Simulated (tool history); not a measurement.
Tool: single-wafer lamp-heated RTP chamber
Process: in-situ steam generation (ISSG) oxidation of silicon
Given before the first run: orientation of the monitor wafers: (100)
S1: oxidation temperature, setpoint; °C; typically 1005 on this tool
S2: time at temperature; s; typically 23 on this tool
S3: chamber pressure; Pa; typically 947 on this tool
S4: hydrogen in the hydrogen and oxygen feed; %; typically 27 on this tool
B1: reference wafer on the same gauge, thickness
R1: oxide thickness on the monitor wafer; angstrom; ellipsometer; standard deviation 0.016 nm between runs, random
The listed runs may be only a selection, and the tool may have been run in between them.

run	hour	S1	S2	S3	S4	B1	R1
1	0	1005	23	920	32	7.39	72.45
2	70.8	1005	23	920	32	7.391	72.58
3	137.3	1005	23	947	32	7.387	72.78
4	203.7	1005	23	920	27	7.389	69.16
5	232.3	1017	23	947	27	7.388	73.03
6	289.2	1005	23	1013	20	7.389	64.12
7	337.6	1005	23	1013	20	7.392	64.41
8	376.3	1005	23	1013	20	7.388	64.61
9	409.8	1017	23	947	32	7.391	76.47
10	442.4	1005	23	947	27	7.388	69.15
11	476.4	1005	23	947	27	7.392	69.17
12	501.3	1005	23	947	27	7.392	69.1
13	555.2	1005	26	947	27	7.398	73.56
14	590.3	1005	26	947	27	7.392	73.28
15	628.6	1005	32	947	27	7.389	81.25
16	669.8	1005	27	947	27	7.389	74.61
17	739.9	1005	20	1027	23	7.39	62.16
18	802.4	1005	23	947	27	7.389	69.27
19	842.5	1005	23	1067	27	7.391	69.23
20	896	1000	17	1053	31	7.389	61.45
21	955.6	1005	23	947	27	7.388	69.17
22	998.9	1011	32	947	27	7.389	83.65
23	1063.1	1005	17	920	27	7.394	60.05
24	1117.7	1005	16	947	22	7.391	55.21
25	1146.3	989	18	947	32	7.391	60.94
26	1195.3	1005	32	947	27	7.387	81.37
27	1228.8	1005	23	947	27	7.388	68.99
28	1282.9	998	23	947	27	7.388	67.17
29	1341.7	1000	17	1053	31	7.386	61.55
30	1412.2	1018	28	1053	27	7.386	80.86
31	1473.5	1013	23	947	27	7.389	71.62

Missing from the log above: 9 entries noted between runs. For each, name the pair of listed runs it sits between and say how the tool's hidden condition differs from the listed run just before to the listed run just after:
From run 3 to run 4: pyrometer window cleaned and pyrometer calibrated (hour 175.6)
  no hidden state differs between the two runs
From run 7 to run 8: hydrogen flow controller replaced (hour 375)
  no hidden state differs between the two runs
From run 11 to run 12: pyrometer window cleaned and pyrometer calibrated (hour 500.8)
  no hidden state differs between the two runs
From run 12 to run 13: gauge calibrated (hour 527)
  no hidden state differs between the two runs
From run 18 to run 19: pyrometer window cleaned and pyrometer calibrated (hour 842)
  no hidden state differs between the two runs
From run 22 to run 23: pressure gauge zeroed (hour 1015.2)
  no hidden state differs between the two runs
From run 25 to run 26: pyrometer window cleaned and pyrometer calibrated (hour 1176)
  no hidden state differs between the two runs
From run 30 to run 31: pyrometer window cleaned and pyrometer calibrated (hour 1455.9); gauge calibrated (hour 1462.5)
  no hidden state differs between the two runs
